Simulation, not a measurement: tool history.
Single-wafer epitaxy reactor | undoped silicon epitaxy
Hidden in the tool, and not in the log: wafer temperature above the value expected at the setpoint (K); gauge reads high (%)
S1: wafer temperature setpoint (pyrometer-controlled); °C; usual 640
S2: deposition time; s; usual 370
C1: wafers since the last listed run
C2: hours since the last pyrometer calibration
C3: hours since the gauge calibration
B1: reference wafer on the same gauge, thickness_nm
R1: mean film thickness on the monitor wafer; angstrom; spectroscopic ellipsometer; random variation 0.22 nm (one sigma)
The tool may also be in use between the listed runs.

Run 1, hour 0.0: usual settings but S2 325 s; C1 0; C2 762.2; C3 311.1; B1 52.580. Result: R1 434.61 angstrom.
Run 2, hour 25.8: usual settings; C1 143; C2 788.0; C3 336.9; B1 52.540. Result: R1 494.14 angstrom.
Run 3, hour 41.8: usual settings; C1 88; C2 804.0; C3 352.9; B1 52.479. Result: R1 492.66 angstrom.
Run 4, hour 67.6: usual settings but S1 633 °C; C1 143; C2 829.8; C3 378.7; B1 52.423. Result: R1 433.47 angstrom.
Run 5, hour 96.8: usual settings; C1 162; C2 859.0; C3 407.9; B1 52.344. Result: R1 494.08 angstrom.
Run 6, hour 115.4: usual settings; C1 103; C2 877.6; C3 426.5; B1 52.290. Result: R1 493.48 angstrom.
Run 7, hour 148.3: usual settings; C1 182; C2 910.5; C3 459.4; B1 52.147. Result: R1 492.85 angstrom.
Run 8, hour 180.4: usual settings; C1 178; C2 942.6; C3 491.5; B1 52.047. Result: R1 490.45 angstrom.
Run 9, hour 205.9: usual settings; C1 141; C2 968.1; C3 517.0; B1 51.964. Result: R1 493.02 angstrom.
Run 10, hour 223.1: usual settings; C1 95; C2 985.3; C3 534.2; B1 51.828. Result: R1 486.01 angstrom.
Run 11, hour 246.3: usual settings but S1 650 °C, S2 407 s; C1 128; C2 1008.5; C3 557.4; B1 51.857. Result: R1 650.06 angstrom.
Run 12, hour 274.0: usual settings but S1 650 °C, S2 407 s; C1 153; C2 1036.2; C3 585.1; B1 51.561. Result: R1 648.94 angstrom.
At hour 280.9: gauge calibrated.
Run 13, hour 301.2: usual settings; C1 150; C2 1063.4; C3 20.3; B1 52.594. Result: R1 496.33 angstrom.
Run 14, hour 315.1: usual settings; C1 77; C2 1077.3; C3 34.2; B1 52.652. Result: R1 496.73 angstrom.
Run 15, hour 332.6: usual settings; C1 97; C2 1094.8; C3 51.7; B1 52.709. Result: R1 496.17 angstrom.
At hour 365.1: pyrometer calibrated.
Run 16, hour 365.6: usual settings but S1 651 °C; C1 138; C2 0.5; C3 84.7; B1 52.835. Result: R1 614.20 angstrom.
Run 17, hour 392.0: usual settings; C1 146; C2 26.9; C3 111.1; B1 52.640. Result: R1 499.06 angstrom.
Run 18, hour 425.3: usual settings but S1 626 °C, S2 433 s; C1 184; C2 60.2; C3 144.4; B1 52.636. Result: R1 440.92 angstrom.
Run 19, hour 441.2: usual settings but S1 645 °C; C1 88; C2 76.1; C3 160.3; B1 52.606. Result: R1 548.12 angstrom.
Run 20, hour 466.1: usual settings but S1 645 °C; C1 138; C2 101.0; C3 185.2; B1 52.516. Result: R1 549.54 angstrom.
Run 21, hour 496.1: usual settings but S1 630 °C, S2 340 s; C1 166; C2 131.0; C3 215.2; B1 52.508. Result: R1 376.93 angstrom.
Run 22, hour 513.8: usual settings; C1 98; C2 148.7; C3 232.9; B1 52.441. Result: R1 495.38 angstrom.
Run 23, hour 543.3: usual settings but S1 628 °C, S2 440 s; C1 163; C2 178.2; C3 262.4; B1 52.372. Result: R1 462.47 angstrom.
Run 24, hour 556.1: usual settings but S2 397 s; C1 71; C2 191.0; C3 275.2; B1 52.448. Result: R1 529.76 angstrom.
Run 25, hour 585.5: usual settings but S1 632 °C, S2 297 s; C1 163; C2 220.4; C3 304.6; B1 52.245. Result: R1 338.76 angstrom.
Run 26, hour 619.1: usual settings but S1 646 °C, S2 346 s; C1 186; C2 254.0; C3 338.2; B1 52.120. Result: R1 522.77 angstrom.
Run 27, hour 647.9: usual settings but S1 632 °C; C1 159; C2 282.8; C3 367.0; B1 52.201. Result: R1 418.73 angstrom.
Run 28, hour 674.1: usual settings but S1 625 °C, S2 402 s; C1 145; C2 309.0; C3 393.2; B1 52.236. Result: R1 398.18 angstrom.
Run 29, hour 695.3: usual settings but S1 635 °C, S2 394 s; C1 117; C2 330.2; C3 414.4; B1 51.900. Result: R1 472.81 angstrom.
Run 30, hour 719.0: usual settings but S1 651 °C, S2 301 s; C1 131; C2 353.9; C3 438.1; B1 51.946. Result: R1 491.20 angstrom.

4 ways to go on from here, each from the tool as it stands after run 30. What would each give?
Run A, hour 719.5: usual settings; C1 2; C2 354.4; C3 438.6; B1 ?. Result: R1 ?.
Run B, hour 719.5: usual settings but S1 652 °C, S2 407 s; C1 2; C2 354.4; C3 438.6; B1 ?. Result: R1 ?.
Run C, hour 719.5: usual settings but S1 627 °C, S2 403 s; C1 2; C2 354.4; C3 438.6; B1 ?. Result: R1 ?.
Run D, hour 719.5: usual settings but S1 625 °C, S2 435 s; C1 2; C2 354.4; C3 438.6; B1 ?. Result: R1 ?.

run      B1      R1
  A  51.906  490.63
  B  51.906  680.93
  C  51.906  412.88
  D  51.906  428.07
Without the tool's hidden state the same runs would have given:
run      R1
  A  498.92
  B  692.44
  C  419.86
  D  435.31
